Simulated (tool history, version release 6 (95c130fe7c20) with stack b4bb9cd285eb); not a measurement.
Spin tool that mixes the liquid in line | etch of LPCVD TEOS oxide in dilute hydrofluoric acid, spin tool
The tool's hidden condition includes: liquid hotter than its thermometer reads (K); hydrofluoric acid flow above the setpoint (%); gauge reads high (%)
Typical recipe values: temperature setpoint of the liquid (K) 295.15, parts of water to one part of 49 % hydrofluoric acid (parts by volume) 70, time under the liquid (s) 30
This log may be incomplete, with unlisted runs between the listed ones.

run,day,temperature setpoint of the liquid (K),parts of water to one part of 49 % hydrofluoric acid (parts by volume),time under the liquid (s),wafers since the last listed run,hours since the thermometer was replaced,hours since the hydrofluoric acid flow meter was replaced,hours since the gauge calibration,"read-back film thickness of the LPCVD TEOS oxide reference wafer, read on the same gauge (nm)",thickness taken off the LPCVD TEOS oxide on a monitor wafer (Å)
1,0,295.15,70,30,0,563,417.2,872.6,69.98,280.6
2,2.988,295.15,70,30,747,634.7,488.9,944.3,70.02,285.4
# day 4.533: thermometer replaced
# day 5.188: hydrofluoric acid flow meter replaced
3,7.371,295.15,70,30,1075,68.1,52.4,1049.5,70,262.1
4,20.304,297.15,70,30,3234,378.5,362.8,1359.9,70.01,298.8
5,23.712,297.15,70,30,852,460.3,444.6,1441.7,69.99,305.6
6,27.138,297.15,70,30,856,542.5,526.8,1523.9,69.98,307.1
# day 28.729: hydrofluoric acid flow meter replaced
# day 31.533: thermometer replaced
7,35.471,295.15,45,30,2063,94.5,161.8,1723.9,70.01,427.7
# day 37.6: gauge calibrated
8,39.767,295.15,45,30,1074,197.6,264.9,52,69.97,431.7
9,42.412,295.15,70,30,661,261.1,328.4,115.5,69.99,269.2
10,46.421,298.65,70,30,1002,357.3,424.6,211.7,70.02,316.7
# day 51.004: hydrofluoric acid flow meter replaced
11,55.95,293.15,50,30,2372,586,118.7,440.4,69.99,374
12,57.9,295.15,60,50,487,632.8,165.5,487.2,70,564.2
13,61.529,297.65,85,40,907,719.9,252.6,574.3,69.97,343.3
14,63.812,295.15,70,30,570,774.7,307.4,629.1,70.01,288.6
# day 65.233: thermometer replaced
15,68.108,295.15,70,30,1063,69,410.5,732.2,69.97,264.9
# day 71.454: hydrofluoric acid flow meter replaced
16,72.592,295.15,70,30,1110,176.6,27.3,839.8,70,270
17,74.242,295.15,70,40,412,216.2,66.9,879.4,70.02,358.5
18,75.758,295.15,70,25,379,252.6,103.3,915.8,70.02,228.1
19,77.758,297.15,40,40,500,300.6,151.3,963.8,69.99,715.1
20,81.875,293.65,55,30,1029,399.4,250.1,1062.6,70.01,342.1

Below, some changes in thickness taken off the LPCVD TEOS oxide on a monitor wafer (Å) between adjacent runs. For each, the amount present without the hidden state too (settings, incoming material, random variation) and the amount remaining for the hidden state with gauge scatter not shared by both compared results:
Run 14 -> 15: thermometer replaced. thickness taken off the LPCVD TEOS oxide on a monitor wafer (Å) -23.7: hidden state -23.1, all else -0.6.
Run 18 -> 19: temperature setpoint of the liquid (K) 295.15 -> 297.15, parts of water to one part of 49 % hydrofluoric acid (parts by volume) 70 -> 40, time under the liquid (s) 25 -> 40. thickness taken off the LPCVD TEOS oxide on a monitor wafer (Å) +487: hidden state +27.9, all else +459.1.
Run 19 -> 20: temperature setpoint of the liquid (K) 297.15 -> 293.65, parts of water to one part of 49 % hydrofluoric acid (parts by volume) 40 -> 55, time under the liquid (s) 40 -> 30. thickness taken off the LPCVD TEOS oxide on a monitor wafer (Å) -373: hidden state -15.5, all else -357.5.
